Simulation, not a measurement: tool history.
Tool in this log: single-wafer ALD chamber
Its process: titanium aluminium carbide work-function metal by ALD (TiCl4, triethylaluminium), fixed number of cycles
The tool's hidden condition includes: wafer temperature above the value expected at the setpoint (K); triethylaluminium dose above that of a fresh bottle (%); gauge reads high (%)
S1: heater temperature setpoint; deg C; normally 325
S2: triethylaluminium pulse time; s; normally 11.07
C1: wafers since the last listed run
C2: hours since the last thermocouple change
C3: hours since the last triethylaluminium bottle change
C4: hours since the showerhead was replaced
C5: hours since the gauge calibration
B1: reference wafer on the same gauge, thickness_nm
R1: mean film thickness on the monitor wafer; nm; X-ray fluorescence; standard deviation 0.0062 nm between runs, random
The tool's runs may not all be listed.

run	hour	S1	S2	C1	C2	C3	C4	C5	B1	R1
1	0.0	325	11.07	0	409.9	1188.7	3812.8	34.6	2.501	2.180
2	29.0	325	11.07	239	438.9	1217.7	3841.8	63.6	2.496	2.174
3	52.3	325	11.07	192	462.2	1241.0	3865.1	86.9	2.497	2.176
4	84.4	325	11.07	265	494.3	1273.1	3897.2	119.0	2.500	2.164
5	114.3	325	11.07	247	524.2	1303.0	3927.1	148.9	2.499	2.165
6	147.7	325	11.07	275	557.6	1336.4	3960.5	182.3	2.501	2.159
7	173.6	337	14.02	213	583.5	1362.3	3986.4	208.2	2.501	2.307
8	201.1	337	14.02	227	611.0	1389.8	4013.9	235.7	2.502	2.291
9	235.0	325	11.07	280	644.9	1423.7	4047.8	269.6	2.498	2.161
10	250.8	325	11.07	130	660.7	1439.5	4063.6	285.4	2.505	2.172
# hour 284.7: triethylaluminium bottle replaced
11	315.2	325	11.07	465	725.1	30.5	4128.0	349.8	2.501	2.225
12	342.1	325	11.07	222	752.0	57.4	4154.9	376.7	2.502	2.209
# hour 359.4: showerhead replaced, of another model than before
13	360.2	325	14.12	83	770.1	75.5	0.8	394.8	2.499	2.232
14	388.2	316	11.07	231	798.1	103.5	28.8	422.8	2.500	2.150
15	416.4	316	13.36	232	826.3	131.7	57.0	451.0	2.500	2.161
16	435.0	325	11.07	153	844.9	150.3	75.6	469.6	2.499	2.219
17	463.7	325	11.07	237	873.6	179.0	104.3	498.3	2.501	2.214
18	496.5	339	9.43	270	906.4	211.8	137.1	531.1	2.496	2.315
19	516.0	325	11.07	161	925.9	231.3	156.6	550.6	2.502	2.217
# hour 548.5: gauge calibrated
20	548.6	321	14.67	269	958.5	263.9	189.2	0.1	2.505	2.201
21	565.4	312	7.31	138	975.3	280.7	206.0	16.9	2.499	2.095
# hour 580.2: thermocouple changed; heater temperature recalibrated
22	591.4	325	11.07	148	11.2	306.7	232.0	42.9	2.501	2.216
23	606.6	339	9.43	125	26.4	321.9	247.2	58.1	2.501	2.316
24	622.4	325	11.07	130	42.2	337.7	263.0	73.9	2.498	2.217
25	639.4	319	9.87	140	59.2	354.7	280.0	90.9	2.501	2.169
26	674.6	340	13.82	290	94.4	389.9	315.2	126.1	2.501	2.359
27	693.0	318	11.07	152	112.8	408.3	333.6	144.5	2.501	2.146
28	706.3	317	11.07	109	126.1	421.6	346.9	157.8	2.502	2.150
29	767.8	325	8.91	508	187.6	483.1	408.4	219.3	2.499	2.202

Below are 5 alternative next runs, each starting from the tool's condition after run 29. Predict each:
A	768.2	325	15.25	3	188.0	483.5	408.8	219.7	?	?
B	768.2	313	8.69	3	188.0	483.5	408.8	219.7	?	?
C	768.2	320	11.07	3	188.0	483.5	408.8	219.7	?	?
D	768.2	325	14.80	3	188.0	483.5	408.8	219.7	?	?
E	768.2	311	7.15	3	188.0	483.5	408.8	219.7	?	?

run	B1	R1
A	2.498	2.231
B	2.498	2.107
C	2.498	2.174
D	2.498	2.229
E	2.498	2.082
With no hidden state in the tool, these same runs would have given:
run	R1
A	2.237
B	2.116
C	2.182
D	2.235
E	2.091

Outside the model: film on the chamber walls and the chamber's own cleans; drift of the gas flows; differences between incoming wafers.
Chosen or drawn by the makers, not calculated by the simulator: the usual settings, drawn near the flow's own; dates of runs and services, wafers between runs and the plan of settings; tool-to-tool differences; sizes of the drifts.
